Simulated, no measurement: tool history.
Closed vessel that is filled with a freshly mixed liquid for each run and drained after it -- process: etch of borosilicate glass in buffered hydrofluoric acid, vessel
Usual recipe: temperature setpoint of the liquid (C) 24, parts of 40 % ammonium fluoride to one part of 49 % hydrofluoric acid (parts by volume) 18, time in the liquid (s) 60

| run | hour | temperature setpoint of the liquid (C) | parts of 40 % ammonium fluoride to one part of 49 % hydrofluoric acid (parts by volume) | time in the liquid (s) | read-back film thickness of the borosilicate glass reference wafer, read on the same gauge (nm) | thickness taken off the borosilicate glass on a monitor wafer (Å) |
|---|---|---|---|---|---|---|
| 1 | 0 | 24 | 18 | 60 | 99.99 | 453.1 |
| 2 | 19.9 | 24 | 18 | 50 | 99.98 | 392.3 |
| 3 | 40.2 | 26 | 18 | 60 | 99.98 | 520.6 |
| 4 | 60.9 | 24 | 22.5 | 65 | 100 | 410.3 |
| 5 | 90.2 | 24 | 18 | 60 | 99.97 | 474.2 |
| 6 | 108.7 | 24 | 18 | 60 | 100 | 478.3 |
| 7 | 128.7 | 24 | 18 | 60 | 99.99 | 477.3 |
| 8 | 147.6 | 24 | 18 | 60 | 100.04 | 464.9 |
| 9 | 182.1 | 24 | 18 | 60 | 99.98 | 422.6 |
| 10 | 197.5 | 24 | 18 | 70 | 100.03 | 500.4 |
| 11 | 215.1 | 24 | 18 | 60 | 100.01 | 432.9 |
| 12 | 250.3 | 22 | 14.5 | 60 | 100 | 483.7 |
| 13 | 270.4 | 26 | 12 | 60 | 100.01 | 718 |
| 14 | 346.2 | 24 | 18 | 75 | 99.99 | 541.8 |
| 15 | 369.9 | 21 | 18 | 75 | 99.97 | 459.5 |
| 16 | 401.9 | 24 | 13 | 60 | 100.01 | 615.8 |
| 17 | 435.7 | 24 | 16 | 60 | 100.04 | 502.1 |
| 18 | 457.7 | 22.5 | 18 | 75 | 100.04 | 509.7 |
| 19 | 479 | 27.5 | 18 | 80 | 99.99 | 708.4 |
| 20 | 492 | 22.5 | 18 | 45 | 99.99 | 305.3 |
| 21 | 505.4 | 24 | 18 | 60 | 100 | 445 |
| 22 | 526.9 | 24 | 18 | 60 | 100.06 | 442.7 |
| 23 | 543.1 | 24 | 20 | 60 | 100.05 | 397.1 |
| 24 | 563.4 | 24 | 12.5 | 60 | 99.99 | 609.7 |
| 25 | 591 | 24 | 18 | 60 | 100.03 | 424 |
| 26 | 619.3 | 24 | 23 | 40 | 100.01 | 227.8 |
| 27 | 635.1 | 26.5 | 18 | 70 | 100.04 | 561.4 |
| 28 | 665.3 | 24 | 23.5 | 60 | 99.98 | 343.7 |
| 29 | 693.5 | 25.5 | 15.5 | 30 | 100.03 | 272.4 |
| 30 | 749.2 | 24 | 18 | 60 | 99.98 | 436.4 |
| 31 | 768.4 | 24 | 14.5 | 60 | 99.99 | 549.2 |
| 32 | 795.4 | 22 | 18 | 60 | 100.01 | 394.6 |
| 33 | 879.2 | 24 | 18 | 60 | 100.02 | 444.6 |

The log once held 5 entries between its listed runs, left out of this copy. Where does each go, and what is different about the tool's unlogged condition between the listed run before it and the listed run after it?
After run 1, before run 2: hydrofluoric acid flow meter replaced (hour 7.1)
  hydrofluoric acid flow above the setpoint (%): 6.21 -> 9.59
  measured less the result without the state, thickness taken off the borosilicate glass on a monitor wafer (Å): +26.2 -> +34.1
After run 8, before run 9: hydrofluoric acid flow meter replaced, repeated, since the last time left the tool worse (hour 173.6)
  hydrofluoric acid flow above the setpoint (%): 11.2 -> 0.996
  measured less the result without the state, thickness taken off the borosilicate glass on a monitor wafer (Å): +46.3 -> +4.1
After run 9, before run 10: gauge calibrated (hour 183.4)
  hydrofluoric acid flow above the setpoint (%): 0.996 -> 1.18
  measured less the result without the state, thickness taken off the borosilicate glass on a monitor wafer (Å): +4.1 -> +5.8
After run 13, before run 14: thermometer replaced (hour 339.6)
  hydrofluoric acid flow above the setpoint (%): 2.07 -> 3
  measured less the result without the state, thickness taken off the borosilicate glass on a monitor wafer (Å): +14.4 -> +15.7
After run 23, before run 24: hydrofluoric acid flow meter replaced (hour 561.4)
  hydrofluoric acid flow above the setpoint (%): 5.4 -> 0.124
  measured less the result without the state, thickness taken off the borosilicate glass on a monitor wafer (Å): +20.2 -> +0.7
